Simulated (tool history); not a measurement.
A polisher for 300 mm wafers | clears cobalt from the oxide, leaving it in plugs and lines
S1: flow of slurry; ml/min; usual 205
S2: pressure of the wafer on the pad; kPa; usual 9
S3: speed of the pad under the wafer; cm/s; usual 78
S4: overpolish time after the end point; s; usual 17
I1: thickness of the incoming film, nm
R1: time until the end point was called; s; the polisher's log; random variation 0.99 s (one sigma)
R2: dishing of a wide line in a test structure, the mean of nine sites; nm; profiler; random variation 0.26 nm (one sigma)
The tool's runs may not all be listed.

| run | hour | S1 | S2 | S3 | S4 | I1 | R1 | R2 |
|---|---|---|---|---|---|---|---|---|
| 1 | 0 | 205 | 11 | 78 | 17 | 175.6 | 73.9 | 26.6 |
|  | 20.4 | worn pad replaced by a new one |
| 2 | 20.9 | 205 | 9 | 68 | 17 | 176.4 | 98.8 | 21.9 |
| 3 | 35.6 | 205 | 9 | 68 | 17 | 175.3 | 98.7 | 21.4 |
| 4 | 53.8 | 205 | 9 | 68 | 17 | 179 | 101.3 | 21.6 |
|  | 61.2 | slurry nozzle cleaned |
| 5 | 70.1 | 255 | 9 | 92 | 17 | 174.5 | 66.3 | 27.8 |
| 6 | 99.6 | 255 | 9 | 92 | 17 | 174.1 | 65.8 | 27.9 |
| 7 | 132.6 | 205 | 6.2 | 78 | 10 | 175.4 | 110.9 | 13.3 |
| 8 | 156.6 | 205 | 6.2 | 78 | 10 | 174.4 | 107.7 | 13.1 |
|  | 187.3 | worn pad replaced by a new one |
| 9 | 190 | 205 | 6.2 | 78 | 10 | 175 | 110.1 | 12.9 |
| 10 | 213.1 | 205 | 9 | 78 | 17 | 174.8 | 83.4 | 23.8 |
| 11 | 237.5 | 205 | 9 | 78 | 17 | 175 | 82.5 | 24.1 |
| 12 | 255.6 | 205 | 9 | 78 | 17 | 176.4 | 84.8 | 24.3 |
| 13 | 281.9 | 205 | 9 | 78 | 17 | 174.7 | 84.1 | 24.5 |
| 14 | 302.1 | 205 | 9 | 78 | 17 | 178.2 | 85.7 | 23.9 |
| 15 | 314.9 | 205 | 9 | 78 | 14 | 175.3 | 84.4 | 21.1 |
| 16 | 327.2 | 205 | 9 | 78 | 17 | 175.3 | 83.3 | 24.1 |
|  | 347.7 | worn pad replaced by a new one |
| 17 | 348.2 | 205 | 9 | 78 | 17 | 173.5 | 83.4 | 23.8 |
| 18 | 363.5 | 205 | 10.3 | 78 | 17 | 174.8 | 75.7 | 26.6 |
| 19 | 399.4 | 145 | 6.9 | 56 | 24 | 174.8 | 154.2 | 20.2 |
| 20 | 424.6 | 245 | 11.7 | 78 | 23 | 175.5 | 65.2 | 32.8 |
| 21 | 444.4 | 205 | 9 | 78 | 17 | 171.8 | 84.4 | 23.6 |
|  | 466.5 | head pressure recalibrated |
| 22 | 471 | 225 | 11.7 | 78 | 23 | 174.4 | 68.2 | 33.2 |
| 23 | 485.9 | 205 | 9 | 78 | 17 | 173.7 | 85.5 | 24.2 |
|  | 491 | worn pad replaced by a new one |
| 24 | 518.5 | 230 | 7.6 | 58 | 14 | 176.6 | 130.6 | 15 |
| 25 | 541.3 | 265 | 9 | 100 | 14 | 179 | 65 | 25.3 |
|  | 572.6 | slurry nozzle cleaned |
| 26 | 576.2 | 205 | 10.3 | 78 | 12 | 173.4 | 70.1 | 21.2 |
| 27 | 611.7 | 205 | 9 | 78 | 17 | 174.7 | 81.1 | 24.9 |
|  | 635.9 | worn pad replaced by a new one |
| 28 | 694.8 | 275 | 9 | 54 | 17 | 174.9 | 112.5 | 19.2 |
| 29 | 730.5 | 245 | 10.3 | 70 | 17 | 174.6 | 79.5 | 24.3 |

Some steps in R1 between neighbouring runs. How much of each would the tool show without its hidden state too (settings, what came in, random variation), and how much is left for the hidden state, with any gauge scatter that isn't in both results?
The hidden state here: removal rate lost through wear of the pad, %; slurry flow missing at the pad, %; deviation of the head's pressure from its setpoint, %.
Run 18 -> 19: S1 205 -> 145, S2 10.3 -> 6.9, S3 78 -> 56, S4 17 -> 24. R1 +78.5 s: hidden state +8.7, all else +69.8.
Run 19 -> 20: S1 145 -> 245, S2 6.9 -> 11.7, S3 56 -> 78, S4 24 -> 23. R1 -89 s: hidden state -9.5, all else -79.5.
